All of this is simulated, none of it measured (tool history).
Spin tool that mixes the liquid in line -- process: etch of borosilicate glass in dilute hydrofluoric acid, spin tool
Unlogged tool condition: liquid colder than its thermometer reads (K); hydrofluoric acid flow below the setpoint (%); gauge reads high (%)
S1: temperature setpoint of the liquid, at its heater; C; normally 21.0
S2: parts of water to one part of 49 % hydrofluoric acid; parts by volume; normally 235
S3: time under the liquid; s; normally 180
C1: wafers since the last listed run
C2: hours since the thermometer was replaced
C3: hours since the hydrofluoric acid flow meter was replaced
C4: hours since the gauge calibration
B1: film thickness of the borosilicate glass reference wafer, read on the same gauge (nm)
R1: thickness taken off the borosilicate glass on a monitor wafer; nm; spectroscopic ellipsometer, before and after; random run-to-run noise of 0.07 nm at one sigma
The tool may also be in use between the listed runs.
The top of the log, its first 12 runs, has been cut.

run,hour,S1,S2,S3,C1,C2,C3,C4,B1,R1
# hour 810.4: gauge calibrated
13,876.5,21.0,235,180,392,350.2,1089.4,66.1,109.98,14.88
14,969.9,23.5,235,180,392,443.6,1182.8,159.5,110.01,16.15
15,1040.6,24.0,150,280,296,514.3,1253.5,230.2,110.01,43.82
16,1101.4,21.0,235,180,255,575.1,1314.3,291.0,109.99,14.76
17,1161.7,21.0,235,180,253,635.4,1374.6,351.3,110.00,14.65
18,1245.6,21.0,235,180,352,719.3,1458.5,435.2,110.02,14.52
19,1314.7,21.0,235,180,290,788.4,1527.6,504.3,109.99,14.53
20,1414.6,19.0,235,85,419,888.3,1627.5,604.2,109.99,6.36
21,1464.2,17.5,160,270,208,937.9,1677.1,653.8,110.04,29.93
22,1691.5,21.0,205,95,954,1165.2,1904.4,881.1,110.00,8.89
# hour 1723.7: hydrofluoric acid flow meter replaced
23,1762.7,21.0,235,180,294,1236.4,39.0,952.3,110.01,14.19
24,1824.9,21.0,235,155,261,1298.6,101.2,1014.5,109.99,12.28
# hour 1850.7: thermometer replaced
25,1893.1,23.0,235,265,282,42.4,169.4,1082.7,110.00,23.81
26,1954.7,24.0,235,285,258,104.0,231.0,1144.3,110.03,26.43
27,2014.5,19.0,235,180,251,163.8,290.8,1204.1,109.99,13.88
28,2067.8,17.0,305,275,223,217.1,344.1,1257.4,109.97,14.11
29,2158.4,21.0,235,180,380,307.7,434.7,1348.0,110.01,14.82
30,2224.6,25.5,285,220,277,373.9,500.9,1414.2,109.99,16.72
31,2290.5,23.0,235,180,276,439.8,566.8,1480.1,110.00,15.96
32,2338.4,17.0,175,255,201,487.7,614.7,1528.0,109.99,25.26
33,2427.1,23.5,170,120,372,576.4,703.4,1616.7,110.00,15.97
34,2486.6,18.0,235,80,249,635.9,762.9,1676.2,109.99,5.82

Branching from run 34: 3 alternative next runs. What would each branch give?
A,2487.1,21.0,235,180,2,636.4,763.4,1676.7,?,?
B,2487.1,19.0,305,110,2,636.4,763.4,1676.7,?,?
C,2487.1,18.0,325,115,2,636.4,763.4,1676.7,?,?

run,B1,R1
A,109.98,14.53
B,109.98,5.96
C,109.98,5.54
What these runs would have given with no unlogged condition in the tool:
run,R1
A,14.97
B,6.14
C,5.70
